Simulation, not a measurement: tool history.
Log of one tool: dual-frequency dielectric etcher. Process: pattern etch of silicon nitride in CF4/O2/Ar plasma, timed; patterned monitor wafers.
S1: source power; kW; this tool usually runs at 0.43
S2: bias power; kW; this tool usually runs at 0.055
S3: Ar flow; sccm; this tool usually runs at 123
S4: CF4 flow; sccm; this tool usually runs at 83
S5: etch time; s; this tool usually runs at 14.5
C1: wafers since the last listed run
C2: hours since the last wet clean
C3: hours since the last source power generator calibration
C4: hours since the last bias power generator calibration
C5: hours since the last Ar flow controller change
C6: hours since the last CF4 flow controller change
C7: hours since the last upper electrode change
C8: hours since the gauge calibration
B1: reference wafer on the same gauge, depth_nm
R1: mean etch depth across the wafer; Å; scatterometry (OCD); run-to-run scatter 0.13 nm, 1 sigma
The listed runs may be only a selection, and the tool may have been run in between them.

Run 1, hour 0: usual settings; C1 0; C2 370.7; C3 2973.7; C4 2438.5; C5 1480.3; C6 3756.9; C7 4185.6; C8 268.8; B1 23.45. Result: R1 226.8 Å.
Run 2, hour 53.4: usual settings; C1 862; C2 424.1; C3 3027.1; C4 2491.9; C5 1533.7; C6 3810.3; C7 4239; C8 322.2; B1 23.41. Result: R1 226.5 Å.
At hour 224.5: wet clean of the chamber.
Run 3, hour 344.8: usual settings but S4 96 sccm; C1 4319; C2 120.3; C3 3318.5; C4 2783.3; C5 1825.1; C6 4101.7; C7 4530.4; C8 613.6; B1 23.4. Result: R1 231.4 Å.
Run 4, hour 381.1: usual settings but S4 96 sccm; C1 586; C2 156.6; C3 3354.8; C4 2819.6; C5 1861.4; C6 4138; C7 4566.7; C8 649.9; B1 23.39. Result: R1 230.3 Å.
At hour 424.8: Ar flow controller replaced.
Run 5, hour 434.3: usual settings; C1 762; C2 209.8; C3 3408; C4 2872.8; C5 9.5; C6 4191.2; C7 4619.9; C8 703.1; B1 23.42. Result: R1 228 Å.
Run 6, hour 540.3: usual settings; C1 1712; C2 315.8; C3 3514; C4 2978.8; C5 115.5; C6 4297.2; C7 4725.9; C8 809.1; B1 23.41. Result: R1 225.4 Å.
Run 7, hour 621.3: usual settings; C1 1308; C2 396.8; C3 3595; C4 3059.8; C5 196.5; C6 4378.2; C7 4806.9; C8 890.1; B1 23.42. Result: R1 224.5 Å.
Run 8, hour 720.5: usual settings but S1 0.5 kW; C1 1602; C2 496; C3 3694.2; C4 3159; C5 295.7; C6 4477.4; C7 4906.1; C8 989.3; B1 23.39. Result: R1 264.9 Å.
At hour 729.4: CF4 flow controller replaced.
At hour 793.9: wet clean of the chamber.
Run 9, hour 794.4: usual settings but S2 0.061 kW, S4 101 sccm; C1 709; C2 0.5; C3 3768.1; C4 3232.9; C5 369.6; C6 65; C7 4980; C8 1063.2; B1 23.39. Result: R1 243.3 Å.
At hour 857.2: upper electrode replaced.
At hour 871.1: bias power generator calibrated.
Run 10, hour 879.2: usual settings but S1 0.35 kW, S2 0.063 kW, S4 99 sccm, S5 13 s; C1 917; C2 85.3; C3 3852.9; C4 8.1; C5 454.4; C6 149.8; C7 22; C8 1148; B1 23.42. Result: R1 177 Å.
Run 11, hour 981.1: usual settings but S3 103 sccm, S4 98 sccm, S5 12 s; C1 1646; C2 187.2; C3 3954.8; C4 110; C5 556.3; C6 251.7; C7 123.9; C8 1249.9; B1 23.35. Result: R1 197 Å.
Run 12, hour 1028.2: usual settings but S1 0.37 kW, S2 0.048 kW, S3 135 sccm, S4 76 sccm; C1 760; C2 234.3; C3 4001.9; C4 157.1; C5 603.4; C6 298.8; C7 171; C8 1297; B1 23.38. Result: R1 175.1 Å.
Run 13, hour 1064.8: usual settings but S1 0.52 kW, S4 101 sccm; C1 591; C2 270.9; C3 4038.5; C4 193.7; C5 640; C6 335.4; C7 207.6; C8 1333.6; B1 23.43. Result: R1 283.9 Å.
Run 14, hour 1150.9: usual settings but S1 0.51 kW, S2 0.062 kW; C1 1390; C2 357; C3 4124.6; C4 279.8; C5 726.1; C6 421.5; C7 293.7; C8 1419.7; B1 23.39. Result: R1 286.1 Å.
At hour 1152.1: gauge calibrated.
At hour 1168.3: source power generator calibrated.
Run 15, hour 1244.4: usual settings; C1 1445; C2 450.5; C3 76.1; C4 373.3; C5 819.6; C6 515; C7 387.2; C8 92.3; B1 23.39. Result: R1 226.3 Å.
Run 16, hour 1283: usual settings but S2 0.061 kW, S3 102 sccm, S4 69 sccm, S5 16 s; C1 623; C2 489.1; C3 114.7; C4 411.9; C5 858.2; C6 553.6; C7 425.8; C8 130.9; B1 23.4. Result: R1 266.8 Å.
At hour 1332.9: wet clean of the chamber.
Run 17, hour 1344.8: usual settings but S5 11 s; C1 610; C2 11.9; C3 176.5; C4 473.7; C5 920; C6 615.4; C7 487.6; C8 192.7; B1 23.38. Result: R1 171.8 Å.
Run 18, hour 1412.9: usual settings but S2 0.064 kW; C1 1100; C2 80; C3 244.6; C4 541.8; C5 988.1; C6 683.5; C7 555.7; C8 260.8; B1 23.34. Result: R1 245.9 Å.
Run 19, hour 1485.1: usual settings; C1 1166; C2 152.2; C3 316.8; C4 614; C5 1060.3; C6 755.7; C7 627.9; C8 333; B1 23.39. Result: R1 228.1 Å.
Run 20, hour 1582.5: usual settings; C1 1573; C2 249.6; C3 414.2; C4 711.4; C5 1157.7; C6 853.1; C7 725.3; C8 430.4; B1 23.38. Result: R1 225.9 Å.
Run 21, hour 1667.9: usual settings; C1 1379; C2 335; C3 499.6; C4 796.8; C5 1243.1; C6 938.5; C7 810.7; C8 515.8; B1 23.4. Result: R1 224.9 Å.

Run 22 is up next; what results do you expect?
At hour 1797.7: wet clean of the chamber.
Run 22, hour 1798.2: usual settings; C1 1717; C2 0.5; C3 629.9; C4 927.1; C5 1373.4; C6 1068.8; C7 941; C8 646.1; B1 ?. Result: R1 ?.

Logged for run 22: B1 23.41, R1 227.2 Å.
The same run, on a tool lacking any hidden state, would have yielded R1 227.2 Å.
